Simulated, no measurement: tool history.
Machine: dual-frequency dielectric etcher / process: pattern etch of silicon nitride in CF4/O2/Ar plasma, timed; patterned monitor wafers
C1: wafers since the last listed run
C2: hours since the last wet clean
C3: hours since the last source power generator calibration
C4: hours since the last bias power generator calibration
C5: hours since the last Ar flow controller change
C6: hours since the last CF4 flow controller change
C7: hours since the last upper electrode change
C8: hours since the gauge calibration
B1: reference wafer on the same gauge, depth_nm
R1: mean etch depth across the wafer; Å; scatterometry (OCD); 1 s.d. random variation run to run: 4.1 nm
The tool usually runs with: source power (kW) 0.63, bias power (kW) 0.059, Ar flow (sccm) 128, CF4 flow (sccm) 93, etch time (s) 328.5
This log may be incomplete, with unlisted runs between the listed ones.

run 1 hour=0 | source_power_(kW)=0.52 bias_power_(kW)=0.059 Ar_flow_(sccm)=128 CF4_flow_(sccm)=100 etch_time_(s)=328.5 | C1=0 C2=293.3 C3=64.8 C4=1748.7 C5=1747.7 C6=12.5 C7=3642.5 C8=753.8 | B1=850.6 | R1=6526
-- hour=11.5 bias power generator calibrated
-- hour=16.7 gauge calibrated
-- hour=29.9 upper electrode replaced
run 2 hour=33 | source_power_(kW)=0.63 bias_power_(kW)=0.05 Ar_flow_(sccm)=128 CF4_flow_(sccm)=93 etch_time_(s)=232.5 | C1=60 C2=326.3 C3=97.8 C4=21.5 C5=1780.7 C6=45.5 C7=3.1 C8=16.3 | B1=851.8 | R1=5213
run 3 hour=63.3 | source_power_(kW)=0.63 bias_power_(kW)=0.059 Ar_flow_(sccm)=128 CF4_flow_(sccm)=114 etch_time_(s)=328.5 | C1=172 C2=356.6 C3=128.1 C4=51.8 C5=1811 C6=75.8 C7=33.4 C8=46.6 | B1=849.7 | R1=8073
run 4 hour=77.1 | source_power_(kW)=0.63 bias_power_(kW)=0.059 Ar_flow_(sccm)=128 CF4_flow_(sccm)=93 etch_time_(s)=328.5 | C1=78 C2=370.4 C3=141.9 C4=65.6 C5=1824.8 C6=89.6 C7=47.2 C8=60.4 | B1=851.4 | R1=7741
run 5 hour=103.6 | source_power_(kW)=0.63 bias_power_(kW)=0.05 Ar_flow_(sccm)=128 CF4_flow_(sccm)=93 etch_time_(s)=328.5 | C1=150 C2=396.9 C3=168.4 C4=92.1 C5=1851.3 C6=116.1 C7=73.7 C8=86.9 | B1=850.5 | R1=7425
run 6 hour=118.5 | source_power_(kW)=0.75 bias_power_(kW)=0.059 Ar_flow_(sccm)=138 CF4_flow_(sccm)=85 etch_time_(s)=403 | C1=84 C2=411.8 C3=183.3 C4=107 C5=1866.2 C6=131 C7=88.6 C8=101.8 | B1=850 | R1=10930
-- hour=165.8 Ar flow controller replaced
run 7 hour=184.3 | source_power_(kW)=0.56 bias_power_(kW)=0.059 Ar_flow_(sccm)=128 CF4_flow_(sccm)=78 etch_time_(s)=328.5 | C1=340 C2=477.6 C3=249.1 C4=172.8 C5=18.5 C6=196.8 C7=154.4 C8=167.6 | B1=848.7 | R1=6614
run 8 hour=216.2 | source_power_(kW)=0.63 bias_power_(kW)=0.059 Ar_flow_(sccm)=128 CF4_flow_(sccm)=93 etch_time_(s)=328.5 | C1=181 C2=509.5 C3=281 C4=204.7 C5=50.4 C6=228.7 C7=186.3 C8=199.5 | B1=851.8 | R1=7715
run 9 hour=232.2 | source_power_(kW)=0.69 bias_power_(kW)=0.059 Ar_flow_(sccm)=128 CF4_flow_(sccm)=114 etch_time_(s)=328.5 | C1=91 C2=525.5 C3=297 C4=220.7 C5=66.4 C6=244.7 C7=202.3 C8=215.5 | B1=849.8 | R1=8777
run 10 hour=265.5 | source_power_(kW)=0.63 bias_power_(kW)=0.059 Ar_flow_(sccm)=128 CF4_flow_(sccm)=93 etch_time_(s)=296.5 | C1=189 C2=558.8 C3=330.3 C4=254 C5=99.7 C6=278 C7=235.6 C8=248.8 | B1=849.9 | R1=6942
-- hour=309.9 wet clean of the chamber
run 11 hour=310.4 | source_power_(kW)=0.63 bias_power_(kW)=0.059 Ar_flow_(sccm)=128 CF4_flow_(sccm)=83 etch_time_(s)=423.5 | C1=118 C2=0.5 C3=375.2 C4=298.9 C5=144.6 C6=322.9 C7=280.5 C8=293.7 | B1=849.2 | R1=9971
run 12 hour=315.9 | source_power_(kW)=0.77 bias_power_(kW)=0.05 Ar_flow_(sccm)=128 CF4_flow_(sccm)=71 etch_time_(s)=368.5 | C1=31 C2=6 C3=380.7 C4=304.4 C5=150.1 C6=328.4 C7=286 C8=299.2 | B1=853.9 | R1=9538
run 13 hour=347 | source_power_(kW)=0.63 bias_power_(kW)=0.055 Ar_flow_(sccm)=128 CF4_flow_(sccm)=93 etch_time_(s)=328.5 | C1=176 C2=37.1 C3=411.8 C4=335.5 C5=181.2 C6=359.5 C7=317.1 C8=330.3 | B1=849.8 | R1=7715
run 14 hour=406 | source_power_(kW)=0.49 bias_power_(kW)=0.048 Ar_flow_(sccm)=128 CF4_flow_(sccm)=93 etch_time_(s)=328.5 | C1=335 C2=96.1 C3=470.8 C4=394.5 C5=240.2 C6=418.5 C7=376.1 C8=389.3 | B1=851.1 | R1=5711
run 15 hour=440.6 | source_power_(kW)=0.63 bias_power_(kW)=0.059 Ar_flow_(sccm)=128 CF4_flow_(sccm)=93 etch_time_(s)=328.5 | C1=196 C2=130.7 C3=505.4 C4=429.1 C5=274.8 C6=453.1 C7=410.7 C8=423.9 | B1=851.6 | R1=7843
run 16 hour=474.4 | source_power_(kW)=0.69 bias_power_(kW)=0.059 Ar_flow_(sccm)=149 CF4_flow_(sccm)=93 etch_time_(s)=381 | C1=192 C2=164.5 C3=539.2 C4=462.9 C5=308.6 C6=486.9 C7=444.5 C8=457.7 | B1=850.9 | R1=9789
run 17 hour=508.4 | source_power_(kW)=0.63 bias_power_(kW)=0.059 Ar_flow_(sccm)=145 CF4_flow_(sccm)=93 etch_time_(s)=424.5 | C1=193 C2=198.5 C3=573.2 C4=496.9 C5=342.6 C6=520.9 C7=478.5 C8=491.7 | B1=849.1 | R1=9934
run 18 hour=522.4 | source_power_(kW)=0.52 bias_power_(kW)=0.059 Ar_flow_(sccm)=128 CF4_flow_(sccm)=100 etch_time_(s)=328.5 | C1=79 C2=212.5 C3=587.2 C4=510.9 C5=356.6 C6=534.9 C7=492.5 C8=505.7 | B1=851.2 | R1=6517
run 19 hour=537.7 | source_power_(kW)=0.77 bias_power_(kW)=0.059 Ar_flow_(sccm)=152 CF4_flow_(sccm)=93 etch_time_(s)=328.5 | C1=87 C2=227.8 C3=602.5 C4=526.2 C5=371.9 C6=550.2 C7=507.8 C8=521 | B1=849.3 | R1=9317
run 20 hour=554.5 | source_power_(kW)=0.63 bias_power_(kW)=0.059 Ar_flow_(sccm)=116 CF4_flow_(sccm)=74 etch_time_(s)=373.5 | C1=95 C2=244.6 C3=619.3 C4=543 C5=388.7 C6=567 C7=524.6 C8=537.8 | B1=850.5 | R1=8583

Consider 5 possible next runs. They are alternatives, not a sequence: every one starts from the tool as it was left by run 20. What does each give?
run A hour=555 | source_power_(kW)=0.63 bias_power_(kW)=0.059 Ar_flow_(sccm)=128 CF4_flow_(sccm)=107 etch_time_(s)=328.5 | C1=2 C2=245.1 C3=619.8 C4=543.5 C5=389.2 C6=567.5 C7=525.1 C8=538.3 | B1=? | R1=?
run B hour=555 | source_power_(kW)=0.63 bias_power_(kW)=0.053 Ar_flow_(sccm)=128 CF4_flow_(sccm)=93 etch_time_(s)=274.5 | C1=2 C2=245.1 C3=619.8 C4=543.5 C5=389.2 C6=567.5 C7=525.1 C8=538.3 | B1=? | R1=?
run C hour=555 | source_power_(kW)=0.68 bias_power_(kW)=0.052 Ar_flow_(sccm)=128 CF4_flow_(sccm)=93 etch_time_(s)=328.5 | C1=2 C2=245.1 C3=619.8 C4=543.5 C5=389.2 C6=567.5 C7=525.1 C8=538.3 | B1=? | R1=?
run D hour=555 | source_power_(kW)=0.51 bias_power_(kW)=0.059 Ar_flow_(sccm)=128 CF4_flow_(sccm)=93 etch_time_(s)=328.5 | C1=2 C2=245.1 C3=619.8 C4=543.5 C5=389.2 C6=567.5 C7=525.1 C8=538.3 | B1=? | R1=?
run E hour=555 | source_power_(kW)=0.77 bias_power_(kW)=0.059 Ar_flow_(sccm)=128 CF4_flow_(sccm)=93 etch_time_(s)=328.5 | C1=2 C2=245.1 C3=619.8 C4=543.5 C5=389.2 C6=567.5 C7=525.1 C8=538.3 | B1=? | R1=?

run=A B1=850.2 R1=7993
run=B B1=850.2 R1=6290
run=C B1=850.2 R1=8078
run=D B1=850.2 R1=6268
run=E B1=850.2 R1=9481
Stripped of hidden state, with their random variation kept, the same runs would have yielded:
run=A R1=8084
run=B R1=6362
run=C R1=8171
run=D R1=6339
run=E R1=9590

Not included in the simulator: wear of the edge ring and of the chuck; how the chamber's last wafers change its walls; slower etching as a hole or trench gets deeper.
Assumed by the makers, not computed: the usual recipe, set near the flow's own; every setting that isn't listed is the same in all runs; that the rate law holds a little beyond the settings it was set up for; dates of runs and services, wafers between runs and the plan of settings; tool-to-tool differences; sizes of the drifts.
